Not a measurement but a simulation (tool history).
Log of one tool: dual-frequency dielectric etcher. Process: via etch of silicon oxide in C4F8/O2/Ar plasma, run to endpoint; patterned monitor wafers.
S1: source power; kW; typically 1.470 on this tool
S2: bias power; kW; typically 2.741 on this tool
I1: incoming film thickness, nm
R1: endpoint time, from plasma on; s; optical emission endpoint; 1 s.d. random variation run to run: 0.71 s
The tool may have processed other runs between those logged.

run   hour     S1     S2      I1     R1
  1    0.0  1.470  2.741  1247.0  239.5
  2   33.2  1.470  2.741  1233.0  237.6
  3   45.5  1.470  2.741  1259.8  244.1
  4   81.2  1.230  2.741  1250.0  262.8
  5  106.8  1.230  2.741  1253.2  265.2
  6  140.4  1.230  2.741  1256.7  264.9
  7  165.2  1.470  3.227  1248.9  232.2
  8  187.4  1.470  3.227  1243.6  233.4
  9  200.9  1.270  2.741  1256.4  262.2
 10  234.4  1.620  2.741  1251.8  233.5
 11  253.0  1.620  2.741  1250.4  235.1
 12  283.3  1.620  2.741  1257.2  229.3
 13  353.7  1.470  2.741  1246.6  238.2
 14  370.3  1.470  2.741  1241.8  238.0
 15  405.3  1.280  2.741  1249.5  255.3
 16  438.8  1.560  3.240  1253.0  225.1
 17  474.6  1.470  2.741  1261.5  243.1
 18  507.0  1.270  3.038  1248.7  251.0
 19  578.3  1.470  2.741  1246.6  242.0
 20  594.8  1.600  2.937  1233.2  226.9
 21  612.2  1.280  2.476  1253.2  266.3
 22  632.5  1.350  3.033  1257.1  248.8
 23  650.1  1.120  3.241  1251.9  265.8
 24  684.4  1.830  2.741  1246.8  221.5
 25  720.0  1.810  3.251  1239.0  207.3
 26  744.2  1.280  2.926  1250.2  250.5
 27  774.6  1.600  2.741  1242.9  228.6
 28  806.6  1.470  2.741  1251.9  240.1

Missing from the log above: 5 entries noted between runs. For each, name the pair of listed runs it sits between and say how the tool's hidden condition differs from the listed run just before to the listed run just after:
Logged between run 11 and run 12: wet clean of the chamber (hour 282.8)
  etch rate over this chamber's usual, %: -2.67 -> 0.151
  what was measured, less what the result would be without the hidden state, R1: +6.3 -> -0.3 s
Logged between run 15 and run 16: bias power generator calibrated (hour 428.6)
  etch rate over this chamber's usual, %: -0.676 -> -0.902
  what was measured, less what the result would be without the hidden state, R1: +1.7 -> +2.0 s
Logged between run 18 and run 19: source power generator calibrated (hour 569.8); upper electrode replaced (hour 573.8)
  etch rate over this chamber's usual, %: -1.36 -> -1.85
  what was measured, less what the result would be without the hidden state, R1: +3.5 -> +4.4 s
Logged between run 24 and run 25: wet clean of the chamber (hour 719.5)
  etch rate over this chamber's usual, %: -2.57 -> -0.0447
  what was measured, less what the result would be without the hidden state, R1: +5.7 -> +0.1 s
